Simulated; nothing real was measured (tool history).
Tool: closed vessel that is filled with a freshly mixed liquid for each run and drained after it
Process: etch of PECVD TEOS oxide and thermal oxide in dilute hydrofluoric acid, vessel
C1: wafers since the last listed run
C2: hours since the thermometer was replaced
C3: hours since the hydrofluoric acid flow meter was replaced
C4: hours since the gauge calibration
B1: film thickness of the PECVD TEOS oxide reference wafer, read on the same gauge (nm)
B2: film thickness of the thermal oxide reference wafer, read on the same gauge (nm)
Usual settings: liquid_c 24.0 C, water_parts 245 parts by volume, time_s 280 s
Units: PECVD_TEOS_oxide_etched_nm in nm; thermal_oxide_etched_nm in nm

Run 1, day 0.000: usual settings; C1 0; C2 2125.7; C3 374.4; C4 399.2; B1 140.00; B2 49.996. Result: PECVD_TEOS_oxide_etched_nm 18.94 nm, thermal_oxide_etched_nm 4.999 nm.
Run 2, day 1.088: usual settings; C1 2824; C2 2151.8; C3 400.5; C4 425.3; B1 140.03; B2 50.007. Result: PECVD_TEOS_oxide_etched_nm 18.54 nm, thermal_oxide_etched_nm 4.958 nm.
Run 3, day 2.492: usual settings; C1 3647; C2 2185.5; C3 434.2; C4 459.0; B1 140.03; B2 49.999. Result: PECVD_TEOS_oxide_etched_nm 18.56 nm, thermal_oxide_etched_nm 4.966 nm.
Run 4, day 3.138: usual settings; C1 1677; C2 2201.0; C3 449.7; C4 474.5; B1 139.98; B2 50.002. Result: PECVD_TEOS_oxide_etched_nm 18.50 nm, thermal_oxide_etched_nm 4.960 nm.
Run 5, day 3.829: usual settings; C1 1796; C2 2217.6; C3 466.3; C4 491.1; B1 139.98; B2 50.013. Result: PECVD_TEOS_oxide_etched_nm 18.22 nm, thermal_oxide_etched_nm 4.947 nm.
Run 6, day 4.621: usual settings; C1 2056; C2 2236.6; C3 485.3; C4 510.1; B1 140.01; B2 49.993. Result: PECVD_TEOS_oxide_etched_nm 18.66 nm, thermal_oxide_etched_nm 4.994 nm.
Run 7, day 5.992: usual settings; C1 3560; C2 2269.5; C3 518.2; C4 543.0; B1 140.04; B2 50.004. Result: PECVD_TEOS_oxide_etched_nm 18.62 nm, thermal_oxide_etched_nm 4.999 nm.
Run 8, day 7.083: usual settings; C1 2835; C2 2295.7; C3 544.4; C4 569.2; B1 139.95; B2 50.005. Result: PECVD_TEOS_oxide_etched_nm 18.71 nm, thermal_oxide_etched_nm 4.994 nm.
At day 7.838: thermometer replaced.
Run 9, day 8.512: usual settings; C1 3603; C2 16.2; C3 578.7; C4 603.5; B1 140.04; B2 50.016. Result: PECVD_TEOS_oxide_etched_nm 17.47 nm, thermal_oxide_etched_nm 4.618 nm.
Run 10, day 9.858: usual settings but liquid_c 28.5 C; C1 3495; C2 48.5; C3 611.0; C4 635.8; B1 140.01; B2 49.985. Result: PECVD_TEOS_oxide_etched_nm 20.33 nm, thermal_oxide_etched_nm 5.465 nm.
Run 11, day 10.412: usual settings but liquid_c 25.5 C, water_parts 340 parts by volume, time_s 390 s; C1 1439; C2 61.8; C3 624.3; C4 649.1; B1 139.98; B2 50.008. Result: PECVD_TEOS_oxide_etched_nm 16.64 nm, thermal_oxide_etched_nm 4.472 nm.
At day 10.808: hydrofluoric acid flow meter replaced.
Run 12, day 11.971: usual settings; C1 3939; C2 99.2; C3 27.9; C4 686.5; B1 140.03; B2 50.004. Result: PECVD_TEOS_oxide_etched_nm 17.26 nm, thermal_oxide_etched_nm 4.688 nm.
Run 13, day 12.521: usual settings but water_parts 195 parts by volume; C1 1428; C2 112.4; C3 41.1; C4 699.7; B1 139.97; B2 49.984. Result: PECVD_TEOS_oxide_etched_nm 23.16 nm, thermal_oxide_etched_nm 6.197 nm.
Run 14, day 13.596: usual settings; C1 2792; C2 138.2; C3 66.9; C4 725.5; B1 139.98; B2 50.013. Result: PECVD_TEOS_oxide_etched_nm 17.57 nm, thermal_oxide_etched_nm 4.689 nm.
Run 15, day 14.804: usual settings but liquid_c 21.5 C, water_parts 215 parts by volume, time_s 150 s; C1 3138; C2 167.2; C3 95.9; C4 754.5; B1 140.02; B2 50.002. Result: PECVD_TEOS_oxide_etched_nm 9.99 nm, thermal_oxide_etched_nm 2.675 nm.
At day 16.329: gauge calibrated.
Run 16, day 18.408: usual settings but liquid_c 25.5 C, time_s 395 s; C1 9361; C2 253.7; C3 182.4; C4 49.9; B1 140.03; B2 50.011. Result: PECVD_TEOS_oxide_etched_nm 25.87 nm, thermal_oxide_etched_nm 7.009 nm.
Run 17, day 19.588: usual settings but liquid_c 21.5 C; C1 3062; C2 282.0; C3 210.7; C4 78.2; B1 140.00; B2 49.997. Result: PECVD_TEOS_oxide_etched_nm 16.23 nm, thermal_oxide_etched_nm 4.290 nm.
Run 18, day 20.454: usual settings but liquid_c 27.0 C, water_parts 320 parts by volume, time_s 435 s; C1 2251; C2 302.8; C3 231.5; C4 99.0; B1 139.95; B2 49.997. Result: PECVD_TEOS_oxide_etched_nm 20.87 nm, thermal_oxide_etched_nm 5.682 nm.
Run 19, day 21.912: usual settings but time_s 335 s; C1 3787; C2 337.8; C3 266.5; C4 134.0; B1 139.99; B2 50.001. Result: PECVD_TEOS_oxide_etched_nm 20.87 nm, thermal_oxide_etched_nm 5.555 nm.
Run 20, day 22.812: usual settings but time_s 335 s; C1 2337; C2 359.4; C3 288.1; C4 155.6; B1 140.01; B2 50.010. Result: PECVD_TEOS_oxide_etched_nm 20.99 nm, thermal_oxide_etched_nm 5.676 nm.
Run 21, day 23.346: usual settings but time_s 405 s; C1 1385; C2 372.2; C3 300.9; C4 168.4; B1 139.97; B2 49.988. Result: PECVD_TEOS_oxide_etched_nm 25.59 nm, thermal_oxide_etched_nm 6.815 nm.
Run 22, day 23.983: usual settings; C1 1655; C2 387.5; C3 316.2; C4 183.7; B1 139.99; B2 50.006. Result: PECVD_TEOS_oxide_etched_nm 17.55 nm, thermal_oxide_etched_nm 4.685 nm.
Run 23, day 25.242: usual settings but time_s 395 s; C1 3268; C2 417.7; C3 346.4; C4 213.9; B1 140.01; B2 50.010. Result: PECVD_TEOS_oxide_etched_nm 24.57 nm, thermal_oxide_etched_nm 6.640 nm.
Run 24, day 25.754: usual settings but liquid_c 25.5 C, time_s 395 s; C1 1331; C2 430.0; C3 358.7; C4 226.2; B1 140.01; B2 49.995. Result: PECVD_TEOS_oxide_etched_nm 26.01 nm, thermal_oxide_etched_nm 6.951 nm.
Run 25, day 26.546: usual settings but water_parts 315 parts by volume, time_s 155 s; C1 2056; C2 449.0; C3 377.7; C4 245.2; B1 140.01; B2 50.019. Result: PECVD_TEOS_oxide_etched_nm 7.06 nm, thermal_oxide_etched_nm 1.893 nm.
Run 26, day 27.238: usual settings; C1 1796; C2 465.6; C3 394.3; C4 261.8; B1 140.02; B2 49.996. Result: PECVD_TEOS_oxide_etched_nm 17.76 nm, thermal_oxide_etched_nm 4.709 nm.
Run 27, day 27.754: usual settings; C1 1341; C2 478.0; C3 406.7; C4 274.2; B1 140.00; B2 50.000. Result: PECVD_TEOS_oxide_etched_nm 17.77 nm, thermal_oxide_etched_nm 4.721 nm.

What the log doesn't show, run by run:
hydrofluoric acid flow below the setpoint (%): 0 in every run
gauge reads high (%): 0 in every run
H1: liquid hotter than its thermometer reads (K)
run     H1
  1   2.14
  2   2.16
  3    2.2
  4   2.21
  5   2.23
  6   2.25
  7   2.28
  8    2.3
  9  0.304
 10  0.335
 11  0.348
 12  0.384
 13  0.397
 14  0.422
 15  0.451
 16  0.535
 17  0.562
 18  0.582
 19  0.616
 20  0.637
 21   0.65
 22  0.664
 23  0.694
 24  0.706
 25  0.724
 26   0.74
 27  0.752
